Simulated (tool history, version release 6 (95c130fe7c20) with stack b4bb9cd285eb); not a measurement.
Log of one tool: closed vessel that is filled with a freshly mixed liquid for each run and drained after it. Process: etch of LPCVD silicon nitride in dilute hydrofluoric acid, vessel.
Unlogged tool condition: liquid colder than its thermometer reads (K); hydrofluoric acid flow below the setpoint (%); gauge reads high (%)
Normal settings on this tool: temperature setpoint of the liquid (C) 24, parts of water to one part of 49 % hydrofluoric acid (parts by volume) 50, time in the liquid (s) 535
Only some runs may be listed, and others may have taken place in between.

| run | hour | temperature setpoint of the liquid (C) | parts of water to one part of 49 % hydrofluoric acid (parts by volume) | time in the liquid (s) | wafers since the last listed run | hours since the thermometer was replaced | hours since the hydrofluoric acid flow meter was replaced | hours since the gauge calibration | read-back film thickness of the LPCVD silicon nitride reference wafer, read on the same gauge (nm) | thickness taken off the LPCVD silicon nitride on a monitor wafer (Å) |
|---|---|---|---|---|---|---|---|---|---|---|
| 1 | 0 | 24 | 50 | 535 | 0 | 177.1 | 345.9 | 274 | 80.01 | 54.2 |
| 2 | 11.1 | 24 | 50 | 535 | 528 | 188.2 | 357 | 285.1 | 80.01 | 53.8 |
| 3 | 19.7 | 24 | 50 | 535 | 409 | 196.8 | 365.6 | 293.7 | 80.01 | 54 |
| 4 | 30.9 | 24 | 50 | 535 | 532 | 208 | 376.8 | 304.9 | 80.01 | 53.6 |
| 5 | 48 | 24 | 50 | 535 | 813 | 225.1 | 393.9 | 322 | 80 | 53.1 |
| 6 | 56 | 24 | 50 | 535 | 380 | 233.1 | 401.9 | 330 | 80.04 | 53.5 |
| 7 | 71.5 | 24 | 50 | 535 | 737 | 248.6 | 417.4 | 345.5 | 79.98 | 53.2 |
| 8 | 78.9 | 24 | 50 | 535 | 352 | 256 | 424.8 | 352.9 | 80.01 | 52.7 |
| 9 | 91.4 | 24 | 40 | 375 | 594 | 268.5 | 437.3 | 365.4 | 80.04 | 46.4 |
| 10 | 99.9 | 24 | 40 | 375 | 404 | 277 | 445.8 | 373.9 | 80.01 | 46.4 |
| 11 | 111.7 | 24 | 40 | 375 | 561 | 288.8 | 457.6 | 385.7 | 79.99 | 46.1 |
| 12 | 127.5 | 24 | 50 | 535 | 751 | 304.6 | 473.4 | 401.5 | 79.96 | 53.1 |
| 13 | 143.6 | 24 | 50 | 535 | 766 | 320.7 | 489.5 | 417.6 | 79.99 | 52.5 |
| 14 | 155.3 | 24 | 50 | 535 | 556 | 332.4 | 501.2 | 429.3 | 79.99 | 52.8 |
| 15 | 165.4 | 24 | 50 | 535 | 480 | 342.5 | 511.3 | 439.4 | 79.99 | 53.1 |
| 16 | 178.4 | 19.5 | 50 | 245 | 618 | 355.5 | 524.3 | 452.4 | 80.02 | 17.8 |
| 17 | 218.9 | 27.5 | 45 | 325 | 1927 | 396 | 564.8 | 492.9 | 79.98 | 44.5 |
| 18 | 235.3 | 24 | 50 | 535 | 780 | 412.4 | 581.2 | 509.3 | 79.98 | 52.6 |
|  | 242.5 | gauge calibrated |
| 19 | 251.9 | 24 | 50 | 690 | 789 | 429 | 597.8 | 9.4 | 80.01 | 67.6 |
|  | 254.4 | thermometer replaced |
| 20 | 266.9 | 24 | 50 | 535 | 666 | 12.5 | 612.8 | 24.4 | 80 | 53.5 |
| 21 | 279.2 | 27 | 40 | 535 | 585 | 24.8 | 625.1 | 36.7 | 80 | 81.1 |
|  | 291 | hydrofluoric acid flow meter replaced |
| 22 | 331.3 | 24 | 50 | 535 | 2431 | 76.9 | 40.3 | 88.8 | 80.02 | 54.8 |
| 23 | 362.7 | 24 | 50 | 535 | 1494 | 108.3 | 71.7 | 120.2 | 80 | 54.3 |
| 24 | 373.8 | 24 | 40 | 535 | 528 | 119.4 | 82.8 | 131.3 | 79.98 | 67.3 |
| 25 | 383.4 | 20 | 75 | 535 | 456 | 129 | 92.4 | 140.9 | 79.97 | 27.9 |
| 26 | 397.5 | 21 | 75 | 815 | 670 | 143.1 | 106.5 | 155 | 79.97 | 45.4 |
| 27 | 409.9 | 24 | 50 | 715 | 590 | 155.5 | 118.9 | 167.4 | 79.96 | 73 |
| 28 | 425.6 | 24 | 50 | 535 | 747 | 171.2 | 134.6 | 183.1 | 80.02 | 53.9 |
| 29 | 433.5 | 22 | 40 | 280 | 375 | 179.1 | 142.5 | 191 | 80 | 31 |
| 30 | 442.8 | 24 | 35 | 680 | 442 | 188.4 | 151.8 | 200.3 | 80 | 97.5 |
| 31 | 457.3 | 24 | 50 | 715 | 690 | 202.9 | 166.3 | 214.8 | 79.98 | 72.4 |
| 32 | 465.8 | 24 | 30 | 535 | 404 | 211.4 | 174.8 | 223.3 | 80 | 88.6 |

For each run, what was the tool's unlogged condition?
gauge reads high (%): 0 across all the runs
H1: liquid colder than its thermometer reads (K)
H2: hydrofluoric acid flow below the setpoint (%)
| run | H1 | H2 |
|---|---|---|
| 1 | 0.21 | 2 |
| 2 | 0.223 | 2.04 |
| 3 | 0.233 | 2.08 |
| 4 | 0.246 | 2.12 |
| 5 | 0.266 | 2.19 |
| 6 | 0.275 | 2.22 |
| 7 | 0.293 | 2.28 |
| 8 | 0.302 | 2.31 |
| 9 | 0.316 | 2.36 |
| 10 | 0.326 | 2.39 |
| 11 | 0.34 | 2.44 |
| 12 | 0.359 | 2.5 |
| 13 | 0.377 | 2.56 |
| 14 | 0.391 | 2.61 |
| 15 | 0.403 | 2.64 |
| 16 | 0.418 | 2.7 |
| 17 | 0.465 | 2.85 |
| 18 | 0.484 | 2.92 |
| 19 | 0.504 | 2.98 |
| 20 | 0.113 | 3.04 |
| 21 | 0.127 | 3.09 |
| 22 | 0.188 | 0.168 |
| 23 | 0.225 | 0.291 |
| 24 | 0.238 | 0.334 |
| 25 | 0.249 | 0.372 |
| 26 | 0.265 | 0.427 |
| 27 | 0.28 | 0.475 |
| 28 | 0.298 | 0.536 |
| 29 | 0.307 | 0.567 |
| 30 | 0.318 | 0.604 |
| 31 | 0.335 | 0.66 |
| 32 | 0.345 | 0.693 |
